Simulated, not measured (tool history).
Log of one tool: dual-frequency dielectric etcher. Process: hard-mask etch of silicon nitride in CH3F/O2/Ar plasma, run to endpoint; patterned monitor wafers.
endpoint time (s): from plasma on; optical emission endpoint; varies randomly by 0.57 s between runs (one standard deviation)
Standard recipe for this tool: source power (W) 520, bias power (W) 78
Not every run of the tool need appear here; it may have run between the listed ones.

run   hour  source power (W)  bias power (W)  incoming incoming film thickness, nm  endpoint time (s)
  1      0               450              78                                 48.51                 70
  2   29.8               450              78                                  48.6               68.4
  3     54               450              78                                 48.92               69.3
  4   78.3               520              63                                 48.16               65.9
  5  100.7               520              63                                 47.64               64.7
  6  131.7               520              78                                 47.96               62.3
  7  156.5               520              78                                  48.6               62.3
  8  184.4               520              78                                 47.98               61.9
     210.8  -- wet clean of the chamber
  9  211.3               520              78                                 48.29                 66
 10  212.9               470              78                                 48.27               69.9
 11  232.6               470              78                                 48.24               69.4
 12  264.6               420              78                                 48.54               74.7
     305.6  -- upper electrode replaced
 13  306.1               420              78                                 48.43               73.3
 14  340.5               420              78                                 48.26               72.8
 15  371.8               520              78                                 48.12               64.8
 16  394.5               520              78                                 48.81               65.8
     404.8  -- bias power generator calibrated
 17  414.4               570              78                                 48.17               60.5

What will run 18 give?
 18  430.2               520              78                                 48.54                  ?

Run 18 yielded endpoint time (s) 63.5.
On a tool with no hidden condition, and with the same random variation, this run would have come out at endpoint time (s) 65.7.

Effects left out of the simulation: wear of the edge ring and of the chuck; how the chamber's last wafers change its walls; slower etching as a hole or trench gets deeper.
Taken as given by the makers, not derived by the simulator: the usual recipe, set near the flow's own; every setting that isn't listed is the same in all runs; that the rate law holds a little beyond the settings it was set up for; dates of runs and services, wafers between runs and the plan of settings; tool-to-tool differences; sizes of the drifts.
